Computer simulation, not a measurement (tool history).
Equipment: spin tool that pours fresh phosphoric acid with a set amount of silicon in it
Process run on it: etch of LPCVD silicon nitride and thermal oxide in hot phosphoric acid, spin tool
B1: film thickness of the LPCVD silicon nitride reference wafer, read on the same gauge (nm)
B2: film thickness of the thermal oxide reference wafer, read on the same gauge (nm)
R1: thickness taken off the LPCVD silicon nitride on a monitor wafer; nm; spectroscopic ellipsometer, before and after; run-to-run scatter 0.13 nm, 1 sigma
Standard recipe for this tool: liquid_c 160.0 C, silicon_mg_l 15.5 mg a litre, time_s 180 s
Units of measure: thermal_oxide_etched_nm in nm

{"run": 1, "day": 0.0, "liquid_c": 160.0, "silicon_mg_l": 15.5, "time_s": 180, "B1": 59.98, "B2": 79.999, "R1": 16.03, "thermal_oxide_etched_nm": 0.379}
{"run": 2, "day": 3.379, "liquid_c": 160.0, "silicon_mg_l": 10.0, "time_s": 115, "B1": 59.97, "B2": 79.996, "R1": 10.24, "thermal_oxide_etched_nm": 0.248}
{"run": 3, "day": 6.138, "liquid_c": 158.5, "silicon_mg_l": 15.5, "time_s": 180, "B1": 60.0, "B2": 79.971, "R1": 15.25, "thermal_oxide_etched_nm": 0.305}
{"run": 4, "day": 9.204, "liquid_c": 157.5, "silicon_mg_l": 25.0, "time_s": 225, "B1": 59.98, "B2": 80.028, "R1": 18.62, "thermal_oxide_etched_nm": 0.222}
{"run": 5, "day": 14.192, "liquid_c": 162.0, "silicon_mg_l": 15.5, "time_s": 80, "B1": 60.0, "B2": 79.986, "R1": 7.6, "thermal_oxide_etched_nm": 0.145}
{"run": 6, "day": 18.246, "liquid_c": 160.0, "silicon_mg_l": 15.5, "time_s": 100, "B1": 59.99, "B2": 79.984, "R1": 8.67, "thermal_oxide_etched_nm": 0.154}
{"run": 7, "day": 22.392, "liquid_c": 160.0, "silicon_mg_l": 12.0, "time_s": 180, "B1": 60.02, "B2": 79.998, "R1": 15.84, "thermal_oxide_etched_nm": 0.375}
{"run": 8, "day": 24.154, "liquid_c": 160.0, "silicon_mg_l": 19.5, "time_s": 180, "B1": 60.0, "B2": 80.023, "R1": 15.67, "thermal_oxide_etched_nm": 0.325}
{"run": 9, "day": 27.317, "liquid_c": 160.0, "silicon_mg_l": 10.0, "time_s": 115, "B1": 60.02, "B2": 79.992, "R1": 9.97, "thermal_oxide_etched_nm": 0.27}
{"run": 10, "day": 30.338, "liquid_c": 162.5, "silicon_mg_l": 23.5, "time_s": 150, "B1": 60.01, "B2": 80.002, "R1": 13.89, "thermal_oxide_etched_nm": 0.228}
{"run": 11, "day": 34.746, "liquid_c": 162.0, "silicon_mg_l": 11.0, "time_s": 150, "B1": 60.0, "B2": 80.023, "R1": 13.67, "thermal_oxide_etched_nm": 0.307}
{"day": 37.317, "done": "thermometer replaced"}
{"run": 12, "day": 37.338, "liquid_c": 160.0, "silicon_mg_l": 15.5, "time_s": 180, "B1": 60.01, "B2": 79.98, "R1": 16.02, "thermal_oxide_etched_nm": 0.316}
{"run": 13, "day": 40.704, "liquid_c": 157.5, "silicon_mg_l": 22.5, "time_s": 120, "B1": 60.0, "B2": 80.008, "R1": 9.9, "thermal_oxide_etched_nm": 0.185}
{"run": 14, "day": 43.725, "liquid_c": 160.0, "silicon_mg_l": 4.0, "time_s": 180, "B1": 60.01, "B2": 79.989, "R1": 15.95, "thermal_oxide_etched_nm": 0.428}
{"run": 15, "day": 46.708, "liquid_c": 161.0, "silicon_mg_l": 15.5, "time_s": 180, "B1": 60.02, "B2": 80.0, "R1": 16.52, "thermal_oxide_etched_nm": 0.362}
{"run": 16, "day": 48.354, "liquid_c": 160.0, "silicon_mg_l": 3.5, "time_s": 180, "B1": 60.02, "B2": 80.017, "R1": 15.78, "thermal_oxide_etched_nm": 0.487}
{"run": 17, "day": 50.979, "liquid_c": 157.5, "silicon_mg_l": 20.0, "time_s": 255, "B1": 60.01, "B2": 80.01, "R1": 20.84, "thermal_oxide_etched_nm": 0.296}
{"run": 18, "day": 54.979, "liquid_c": 160.0, "silicon_mg_l": 7.5, "time_s": 285, "B1": 60.02, "B2": 79.984, "R1": 24.7, "thermal_oxide_etched_nm": 0.665}
{"run": 19, "day": 59.371, "liquid_c": 160.0, "silicon_mg_l": 15.5, "time_s": 180, "B1": 59.99, "B2": 79.998, "R1": 15.6, "thermal_oxide_etched_nm": 0.306}
{"run": 20, "day": 70.492, "liquid_c": 160.0, "silicon_mg_l": 15.5, "time_s": 180, "B1": 60.01, "B2": 79.993, "R1": 15.17, "thermal_oxide_etched_nm": 0.308}
{"run": 21, "day": 74.612, "liquid_c": 162.0, "silicon_mg_l": 6.0, "time_s": 150, "B1": 60.0, "B2": 79.978, "R1": 13.56, "thermal_oxide_etched_nm": 0.319}

5 options for the next run, each taken on its own from the tool as it stands now. Forecast them:
{"run": "A", "day": 74.633, "liquid_c": 160.0, "silicon_mg_l": 15.5, "time_s": 180, "B1": "?", "B2": "?", "R1": "?", "thermal_oxide_etched_nm": "?"}
{"run": "B", "day": 74.633, "liquid_c": 162.5, "silicon_mg_l": 15.5, "time_s": 180, "B1": "?", "B2": "?", "R1": "?", "thermal_oxide_etched_nm": "?"}
{"run": "C", "day": 74.633, "liquid_c": 158.0, "silicon_mg_l": 15.5, "time_s": 180, "B1": "?", "B2": "?", "R1": "?", "thermal_oxide_etched_nm": "?"}
{"run": "D", "day": 74.633, "liquid_c": 160.0, "silicon_mg_l": 15.5, "time_s": 210, "B1": "?", "B2": "?", "R1": "?", "thermal_oxide_etched_nm": "?"}
{"run": "E", "day": 74.633, "liquid_c": 160.0, "silicon_mg_l": 24.5, "time_s": 80, "B1": "?", "B2": "?", "R1": "?", "thermal_oxide_etched_nm": "?"}

run=A B1=59.99 B2=80.011 R1=15.11 thermal_oxide_etched_nm=0.385
run=B B1=59.99 B2=80.011 R1=16.44 thermal_oxide_etched_nm=0.463
run=C B1=59.99 B2=80.011 R1=14.11 thermal_oxide_etched_nm=0.331
run=D B1=59.99 B2=80.011 R1=17.63 thermal_oxide_etched_nm=0.449
run=E B1=59.99 B2=80.011 R1=6.72 thermal_oxide_etched_nm=0.132
With no hidden state in the tool, these same runs would have given:
run=A R1=16.58 thermal_oxide_etched_nm=0.472
run=B R1=18.02 thermal_oxide_etched_nm=0.567
run=C R1=15.50 thermal_oxide_etched_nm=0.407
run=D R1=19.34 thermal_oxide_etched_nm=0.550
run=E R1=7.37 thermal_oxide_etched_nm=0.162
